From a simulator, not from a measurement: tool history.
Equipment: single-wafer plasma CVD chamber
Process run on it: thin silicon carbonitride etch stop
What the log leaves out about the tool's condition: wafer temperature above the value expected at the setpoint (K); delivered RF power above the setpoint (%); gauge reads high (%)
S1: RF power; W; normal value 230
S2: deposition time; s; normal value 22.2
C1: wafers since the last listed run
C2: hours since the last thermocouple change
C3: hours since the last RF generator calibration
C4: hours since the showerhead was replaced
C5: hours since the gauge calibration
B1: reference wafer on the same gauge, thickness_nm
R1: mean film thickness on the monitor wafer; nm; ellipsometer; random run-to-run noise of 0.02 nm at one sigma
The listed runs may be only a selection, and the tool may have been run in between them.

run	hour	S1	S2	C1	C2	C3	C4	C5	B1	R1
1	0	230	22.2	0	1793.3	2207.5	5484.7	236.7	14.901	13.417
2	8.7	230	22.2	349	1802	2216.2	5493.4	245.4	14.899	13.454
3	18	230	22.2	373	1811.3	2225.5	5502.7	254.7	14.907	13.479
4	24.8	230	22.2	273	1818.1	2232.3	5509.5	261.5	14.918	13.453
5	71.6	230	22.2	1879	1864.9	2279.1	5556.3	308.3	14.932	13.487
6	87.3	230	22.2	630	1880.6	2294.8	5572	324	14.932	13.492
7	97.9	230	22.2	425	1891.2	2305.4	5582.6	334.6	14.941	13.475
8	114.4	220	22.2	662	1907.7	2321.9	5599.1	351.1	14.936	13.335
# hour 133.2: showerhead replaced
9	133.7	220	22.2	453	1927	2341.2	0.5	370.4	14.945	13.379
10	134	230	22.2	12	1927.3	2341.5	0.8	370.7	14.951	13.529
11	147.3	230	22.2	534	1940.6	2354.8	14.1	384	14.959	13.505
# hour 158.5: gauge calibrated
# hour 160.2: RF generator calibrated
12	160.9	230	22.2	224	1954.2	0.7	27.7	2.4	14.775	13.348
13	168.4	230	22.2	301	1961.7	8.2	35.2	9.9	14.771	13.358
# hour 183.7: thermocouple changed; heater temperature recalibrated
14	184.2	185	19.9	313	0.5	24	51	25.7	14.778	11.38
15	190.6	255	22.2	257	6.9	30.4	57.4	32.1	14.79	13.708
16	201.1	230	24.7	421	17.4	40.9	67.9	42.6	14.78	14.87
17	230.5	260	19.1	1180	46.8	70.3	97.3	72	14.806	11.84
18	239.6	230	22.2	365	55.9	79.4	106.4	81.1	14.804	13.377
19	252.9	230	22.2	534	69.2	92.7	119.7	94.4	14.811	13.354
20	262.8	270	19.9	397	79.1	102.6	129.6	104.3	14.821	12.481
21	280.7	255	26.2	718	97	120.5	147.5	122.2	14.822	16.199
22	297.9	245	18	690	114.2	137.7	164.7	139.4	14.821	11.023
23	313.7	220	26.2	634	130	153.5	180.5	155.2	14.835	15.632
24	324.3	265	20.5	425	140.6	164.1	191.1	165.8	14.837	12.836
25	335.9	245	20.5	465	152.2	175.7	202.7	177.4	14.846	12.574
26	347.9	200	22.2	481	164.2	187.7	214.7	189.4	14.841	12.924

Branching from run 26: 5 alternative next runs. What would each branch give?
A	348.3	230	25.6	16	164.6	188.1	215.1	189.8	?	?
B	348.3	230	20.5	16	164.6	188.1	215.1	189.8	?	?
C	348.3	210	22.2	16	164.6	188.1	215.1	189.8	?	?
D	348.3	275	22.2	16	164.6	188.1	215.1	189.8	?	?
E	348.3	185	26.3	16	164.6	188.1	215.1	189.8	?	?

run	B1	R1
A	14.845	15.442
B	14.845	12.366
C	14.845	13.102
D	14.845	13.994
E	14.845	15.067
What these runs would have given with no unlogged condition in the tool:
run	R1
A	15.392
B	12.326
C	13.059
D	13.948
E	15.018
